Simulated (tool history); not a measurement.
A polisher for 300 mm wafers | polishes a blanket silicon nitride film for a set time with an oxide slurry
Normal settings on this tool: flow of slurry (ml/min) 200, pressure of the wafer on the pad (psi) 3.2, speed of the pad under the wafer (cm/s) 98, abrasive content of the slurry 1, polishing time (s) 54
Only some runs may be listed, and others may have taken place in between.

run    hour  flow of slurry (ml/min)  pressure of the wafer on the pad (psi)  speed of the pad under the wafer (cm/s)  abrasive content of the slurry  polishing time (s)  incoming thickness of the incoming film, nm  film removed (nm)
  1       0                      200                                     4.1                                       98                               1                  54                                        262.2               44.1
  2    69.8                      200                                     3.2                                       98                               1                  54                                        255.5                 34
  3   148.1                      200                                     3.4                                       98                               1                  59                                        258.5               37.9
  4   185.2                      200                                     3.2                                       98                               1                  54                                        259.1               33.3
        228  -- conditioning disc replaced and pad reconditioned
        262  -- slurry nozzle cleaned
  5   274.1                      200                                     3.2                                       98                               1                  54                                        255.9               33.5
      321.3  -- worn pad replaced by a new one
      467.3  -- slurry blender recalibrated
  6   485.8                      200                                     3.2                                       88                               1                  54                                        258.2               30.9
  7   535.7                      200                                     3.2                                       88                               1                  54                                        263.3               31.3
  8   633.2                      200                                     3.2                                       88                               1                  54                                          264               30.4
  9   727.2                      200                                     3.2                                       98                               1                  54                                        255.8                 33
      808.3  -- conditioning disc replaced and pad reconditioned
 10   822.9                      200                                     3.2                                       98                               1                  54                                        256.6                 33
      859.6  -- slurry nozzle cleaned
 11   871.7                      200                                     3.2                                       98                               1                  54                                        259.9               32.7
        916  -- worn pad replaced by a new one
      963.2  -- head pressure recalibrated
 12   963.7                      200                                     3.2                                       98                               1                  58                                          262               33.5
      998.9  -- slurry blender recalibrated
 13  1043.9                      260                                     3.2                                       98                               1                  43                                          263               24.4
 14  1116.7                      200                                     3.2                                       98                               1                  54                                          256               30.1
 15  1207.1                      200                                     3.2                                       98                            1.25                  38                                        259.5               23.7
     1320.3  -- conditioning disc replaced and pad reconditioned
     1337.7  -- slurry nozzle cleaned
     1434.1  -- worn pad replaced by a new one, repeated, since the last time left the tool worse
 16  1474.8                      200                                     4.3                                      126                             0.8                  70                                        264.5               63.3
     1477.2  -- slurry blender recalibrated
 17  1552.9                      200                                     2.2                                       98                               1                  40                                        258.7                 18
 18    1633                      200                                     2.5                                       98                               1                  61                                        260.6               29.7
     1804.3  -- conditioning disc replaced and pad reconditioned
     1901.2  -- slurry nozzle cleaned
 19    1956                      140                                     2.5                                       98                               1                  54                                        258.2               24.6
     1971.2  -- slurry blender recalibrated
 20  2014.7                      200                                     4.1                                       88                               1                  54                                        261.8               37.4
     2058.8  -- worn pad replaced by a new one
     2086.3  -- head pressure recalibrated
 21  2086.8                      200                                     2.3                                       86                               1                  54                                        260.4               23.2
 22  2148.4                      200                                     3.2                                       98                               1                  54                                        257.9               34.2
 23    2253                      200                                     3.8                                       68                               1                  54                                        262.2               28.8
 24  2316.4                      200                                     3.2                                       98                             0.8                  54                                          257               29.1
     2337.2  -- conditioning disc replaced and pad reconditioned
     2455.5  -- slurry blender recalibrated
     2513.2  -- slurry nozzle cleaned
     2582.7  -- worn pad replaced by a new one
 25  2634.8                      200                                     3.2                                       98                               1                  59                                        258.9               37.2
 26  2737.4                      200                                     3.2                                       98                               1                  54                                        262.2               34.4

Alternative continuations, all from the tool just after run 26; predict every row:
  A  2737.8                      200                                     3.2                                      124                               1                  54                                        264.9                  ?
  B  2737.8                      200                                     3.2                                      116                               1                  54                                        264.9                  ?
  C  2737.8                      150                                     3.2                                       98                            0.85                  40                                        264.9                  ?

run  film removed (nm)
  A               41.7
  B               39.5
  C               22.3
The same runs, with their run-to-run variation unchanged, on a tool lacking any hidden condition would have given:
run  film removed (nm)
  A               43.6
  B               41.4
  C               23.4
